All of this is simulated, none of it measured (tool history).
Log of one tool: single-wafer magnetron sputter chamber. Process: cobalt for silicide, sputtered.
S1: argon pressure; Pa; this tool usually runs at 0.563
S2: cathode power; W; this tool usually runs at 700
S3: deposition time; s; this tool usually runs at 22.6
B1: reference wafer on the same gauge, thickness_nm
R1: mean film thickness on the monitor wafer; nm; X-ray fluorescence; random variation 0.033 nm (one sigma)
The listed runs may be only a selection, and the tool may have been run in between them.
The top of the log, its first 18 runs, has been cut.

Run 19, day 54.225: usual settings but S3 21.4 s; B1 8.125. Result: R1 6.918 nm.
At day 55.771: capacitance manometer re-zeroed and calibrated.
Run 20, day 55.954: usual settings; B1 8.153. Result: R1 7.03 nm.
Run 21, day 57.858: usual settings but S1 0.447 Pa, S2 550 W, S3 18.1 s; B1 8.148. Result: R1 4.716 nm.
Run 22, day 59.367: usual settings; B1 8.136. Result: R1 7.079 nm.
Run 23, day 61: usual settings but S3 24.4 s; B1 8.141. Result: R1 7.682 nm.
Run 24, day 70.008: usual settings; B1 8.14. Result: R1 7.102 nm.
At day 70.5: sputter target and shields replaced.
At day 72.396: gauge calibrated.
Run 25, day 74.383: usual settings but S1 0.357 Pa, S2 650 W, S3 26.7 s; B1 8.153. Result: R1 8.704 nm.
Run 26, day 78.846: usual settings but S1 0.687 Pa; B1 8.133. Result: R1 6.622 nm.
Run 27, day 82.058: usual settings; B1 8.15. Result: R1 7.067 nm.
Run 28, day 85.992: usual settings but S1 0.452 Pa, S2 650 W, S3 26 s; B1 8.135. Result: R1 7.962 nm.
Run 29, day 88.833: usual settings but S2 750 W; B1 8.139. Result: R1 7.612 nm.
Run 30, day 92.171: usual settings but S2 850 W; B1 8.144. Result: R1 8.65 nm.
At day 95.304: sputter target and shields replaced.
Run 31, day 101.892: usual settings but S1 0.694 Pa, S2 850 W, S3 19.5 s; B1 8.142. Result: R1 6.991 nm.
Run 32, day 105.392: usual settings but S1 0.712 Pa, S2 850 W, S3 25.3 s; B1 8.142. Result: R1 9.072 nm.
Run 33, day 109.638: usual settings; B1 8.135. Result: R1 7.189 nm.
Run 34, day 112.629: usual settings; B1 8.142. Result: R1 7.196 nm.
Run 35, day 114.221: usual settings but S1 0.674 Pa, S3 25.5 s; B1 8.154. Result: R1 7.648 nm.

What if the next run were any one of these 4? Each begins from the tool's condition after run 35:
Run A, day 114.238: usual settings; B1 ?. Result: R1 ?.
Run B, day 114.238: usual settings but S1 0.488 Pa, S2 550 W, S3 18.8 s; B1 ?. Result: R1 ?.
Run C, day 114.238: usual settings but S2 850 W, S3 25.2 s; B1 ?. Result: R1 ?.
Run D, day 114.238: usual settings but S1 0.699 Pa, S3 19.8 s; B1 ?. Result: R1 ?.

run     B1     R1
  A  8.137  7.126
  B  8.137  4.837
  C  8.137  9.648
  D  8.137  5.837
Take away the tool's hidden state, keep each run's random variation, and the runs would have read:
run     R1
  A   7.08
  B  4.813
  C  9.587
  D  5.786
